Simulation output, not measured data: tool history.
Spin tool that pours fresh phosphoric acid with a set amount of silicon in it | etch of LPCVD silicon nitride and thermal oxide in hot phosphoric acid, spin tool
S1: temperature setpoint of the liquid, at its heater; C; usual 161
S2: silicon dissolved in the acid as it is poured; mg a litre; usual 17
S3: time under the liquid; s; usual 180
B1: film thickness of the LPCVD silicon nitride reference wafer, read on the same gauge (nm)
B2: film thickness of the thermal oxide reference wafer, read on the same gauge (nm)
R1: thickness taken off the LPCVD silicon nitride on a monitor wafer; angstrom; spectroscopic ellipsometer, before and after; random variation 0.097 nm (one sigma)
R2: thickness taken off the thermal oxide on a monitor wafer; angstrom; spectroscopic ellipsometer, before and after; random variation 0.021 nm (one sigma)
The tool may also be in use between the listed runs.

Run 1, day 0: usual settings but S1 158.5 C, S2 7 mg a litre; B1 139.98; B2 59.986. Result: R1 154.2 angstrom, R2 3.38 angstrom.
Run 2, day 1.942: usual settings; B1 140.05; B2 60.034. Result: R1 168.8 angstrom, R2 3.58 angstrom.
Run 3, day 4.642: usual settings but S1 162 C, S2 5.5 mg a litre; B1 140.04; B2 59.996. Result: R1 172.7 angstrom, R2 4.46 angstrom.
Run 4, day 7.617: usual settings but S1 160 C, S2 22.5 mg a litre, S3 120 s; B1 140; B2 60.019. Result: R1 108.1 angstrom, R2 1.75 angstrom.
Run 5, day 15.088: usual settings but S1 158 C, S2 7.5 mg a litre; B1 140.02; B2 59.979. Result: R1 149.6 angstrom, R2 3.33 angstrom.
Run 6, day 18.633: usual settings but S2 27 mg a litre, S3 105 s; B1 140; B2 59.992. Result: R1 97 angstrom, R2 1.2 angstrom.
Run 7, day 24.908: usual settings but S1 162 C, S2 11.5 mg a litre, S3 265 s; B1 140.02; B2 59.994. Result: R1 251.5 angstrom, R2 5.85 angstrom.
Run 8, day 27.367: usual settings but S1 159 C, S2 27 mg a litre, S3 255 s; B1 139.99; B2 60.007. Result: R1 217 angstrom, R2 2.93 angstrom.
Run 9, day 36.571: usual settings but S1 161.5 C, S2 11.5 mg a litre; B1 140.02; B2 60.002. Result: R1 165.2 angstrom, R2 3.47 angstrom.
Run 10, day 38.588: usual settings but S2 27 mg a litre, S3 125 s; B1 139.99; B2 59.991. Result: R1 112.6 angstrom, R2 1.6 angstrom.
Run 11, day 40.971: usual settings; B1 140.02; B2 60.01. Result: R1 161 angstrom, R2 2.81 angstrom.
Run 12, day 43.479: usual settings but S2 4 mg a litre, S3 255 s; B1 140.03; B2 60.025. Result: R1 227.4 angstrom, R2 5.46 angstrom.
Run 13, day 45.346: usual settings but S1 163.5 C, S2 28.5 mg a litre, S3 90 s; B1 140; B2 59.983. Result: R1 87.9 angstrom, R2 1.29 angstrom.
Run 14, day 48.596: usual settings but S2 26 mg a litre; B1 139.95; B2 59.975. Result: R1 159.6 angstrom, R2 2.35 angstrom.
Run 15, day 50.808: usual settings but S2 4 mg a litre, S3 255 s; B1 139.98; B2 59.983. Result: R1 225.3 angstrom, R2 6.13 angstrom.
Run 16, day 54.192: usual settings; B1 140; B2 59.972. Result: R1 160.2 angstrom, R2 2.84 angstrom.
Run 17, day 58.146: usual settings; B1 140; B2 60. Result: R1 160.1 angstrom, R2 2.73 angstrom.
Run 18, day 61.046: usual settings; B1 139.97; B2 59.98. Result: R1 158.6 angstrom, R2 3.01 angstrom.
Run 19, day 68.704: usual settings but S1 163 C, S2 11 mg a litre, S3 215 s; B1 140.01; B2 60. Result: R1 215 angstrom, R2 4.89 angstrom.
Run 20, day 72.146: usual settings but S2 10 mg a litre; B1 139.96; B2 59.988. Result: R1 168.7 angstrom, R2 4.09 angstrom.
Run 21, day 78.588: usual settings but S1 160 C, S2 25 mg a litre, S3 75 s; B1 140.02; B2 60. Result: R1 67.2 angstrom, R2 0.92 angstrom.
Run 22, day 81.104: usual settings but S3 110 s; B1 139.99; B2 60.003. Result: R1 101 angstrom, R2 1.87 angstrom.
Run 23, day 85.283: usual settings; B1 140.01; B2 60.003. Result: R1 165.9 angstrom, R2 3.15 angstrom.

Not shown: 7 entries that the log had between the listed runs. Between which runs, and how does the tool's hidden state differ before and after?
Between runs 4 and 5: thermometer replaced (day 9.271)
  temperature lost on the way to the wafer (K): 0.607 -> 0.85
  measured less the result without the state, R1: -2.3 -> -4.4 angstrom; R2: -0.08 -> -0.22 angstrom
Between runs 5 and 6: dissolved silicon flow meter replaced (day 18.371)
  temperature lost on the way to the wafer (K): 0.85 -> 0.965
  measured less the result without the state, R1: -4.4 -> -3.2 angstrom; R2: -0.22 -> -0.09 angstrom
Between runs 10 and 11: thermometer replaced (day 39.233)
  temperature lost on the way to the wafer (K): 1.61 -> 1.69
  measured less the result without the state, R1: -6.3 -> -9.4 angstrom; R2: -0.21 -> -0.38 angstrom
Between runs 18 and 19: heated supply line repaired (day 62.908)
  temperature lost on the way to the wafer (K): 2.34 -> 0.316
  measured less the result without the state, R1: -13 -> -2.3 angstrom; R2: -0.56 -> -0.11 angstrom
Between runs 19 and 20: thermometer replaced (day 70.038)
  temperature lost on the way to the wafer (K): 0.316 -> 0.428
  measured less the result without the state, R1: -2.3 -> -2.5 angstrom; R2: -0.11 -> -0.13 angstrom
Between runs 20 and 21: gauge calibrated (day 75.658)
  temperature lost on the way to the wafer (K): 0.428 -> 0.637
  measured less the result without the state, R1: -2.5 -> -1.5 angstrom; R2: -0.13 -> -0.04 angstrom
Between runs 22 and 23: dissolved silicon flow meter replaced (day 81.604)
  temperature lost on the way to the wafer (K): 0.718 -> 0.854
  measured less the result without the state, R1: -2.4 -> -4.8 angstrom; R2: -0.1 -> -0.21 angstrom
